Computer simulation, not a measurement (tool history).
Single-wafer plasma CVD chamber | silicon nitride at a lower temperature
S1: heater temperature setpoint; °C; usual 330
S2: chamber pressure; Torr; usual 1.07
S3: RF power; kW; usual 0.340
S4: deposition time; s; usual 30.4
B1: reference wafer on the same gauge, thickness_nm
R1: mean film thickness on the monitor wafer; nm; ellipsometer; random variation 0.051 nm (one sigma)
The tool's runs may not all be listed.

run,hour,S1,S2,S3,S4,B1,R1
1,0.0,330,1.24,0.340,30.4,36.118,32.637
2,11.4,330,1.24,0.340,30.4,36.106,32.641
3,28.5,330,1.07,0.340,30.4,36.104,31.653
4,36.3,330,1.07,0.340,30.4,36.096,31.543
5,52.9,330,1.07,0.340,30.4,36.115,31.628
6,64.7,330,1.07,0.340,30.4,36.075,31.527
7,71.6,330,1.07,0.340,30.4,36.094,31.568
8,80.6,330,1.07,0.340,30.4,36.092,31.485
# hour 90.9: capacitance manometer re-zeroed and calibrated
9,91.4,324,1.07,0.340,27.9,36.096,28.999
10,94.4,324,1.07,0.340,27.9,36.113,29.030
11,107.3,330,1.07,0.340,30.4,36.089,31.539
12,113.6,330,1.07,0.340,30.4,36.090,31.481
# hour 125.5: showerhead replaced
13,131.5,330,1.07,0.340,30.4,36.107,31.488
# hour 142.9: RF generator calibrated
14,144.7,322,0.95,0.365,32.8,36.102,38.319
15,152.4,330,1.07,0.340,30.4,36.092,33.905
16,161.4,330,1.07,0.340,26.0,36.103,28.977
# hour 175.2: thermocouple changed; heater temperature recalibrated
17,176.3,325,1.14,0.275,27.6,36.102,24.780
18,184.8,330,1.07,0.340,30.4,36.075,33.929
19,196.7,342,1.07,0.400,30.4,36.114,39.094
20,205.9,330,0.88,0.390,30.4,36.101,37.054
21,213.9,330,0.90,0.340,25.1,36.122,26.996
# hour 231.6: gauge calibrated
22,231.7,330,1.07,0.320,30.4,36.106,31.740
23,246.3,335,1.22,0.390,27.6,36.115,35.713
24,259.2,330,1.07,0.340,30.4,36.113,33.893
25,268.3,335,1.16,0.340,30.4,36.105,34.278
26,279.2,330,1.07,0.295,30.4,36.108,29.034
27,291.2,330,1.07,0.340,30.4,36.100,33.751
28,301.9,330,1.07,0.340,30.4,36.118,33.821
29,311.9,318,1.07,0.395,25.5,36.101,32.609
30,323.6,330,1.07,0.340,30.4,36.112,33.771

Hidden state or all else? Some run-to-run changes of R1, split into what the settings, what came in and random variation would give without the hidden state, and what is left for the hidden state (with any gauge scatter that isn't in both results):
The hidden state here: wafer temperature above the value expected at the setpoint (K); delivered RF power above the setpoint (%); true pressure above the setpoint (%); gauge reads high (%).
Run 8 -> 9: S1 330 -> 324, S4 30.4 -> 27.9, capacitance manometer re-zeroed and calibrated. R1 -2.486 nm: hidden state +0.192, all else -2.678.
Run 10 -> 11: S1 324 -> 330, S4 27.9 -> 30.4. R1 +2.509 nm: hidden state -0.223, all else +2.732.
Run 13 -> 14: S1 330 -> 322, S2 1.07 -> 0.95, S3 0.340 -> 0.365, S4 30.4 -> 32.8, RF generator calibrated. R1 +6.831 nm: hidden state +2.420, all else +4.411.
Run 17 -> 18: S1 325 -> 330, S2 1.14 -> 1.07, S3 0.275 -> 0.340, S4 27.6 -> 30.4. R1 +9.149 nm: hidden state -0.053, all else +9.202.
Run 20 -> 21: S2 0.88 -> 0.90, S3 0.390 -> 0.340, S4 30.4 -> 25.1. R1 -10.058 nm: hidden state +0.053, all else -10.111.
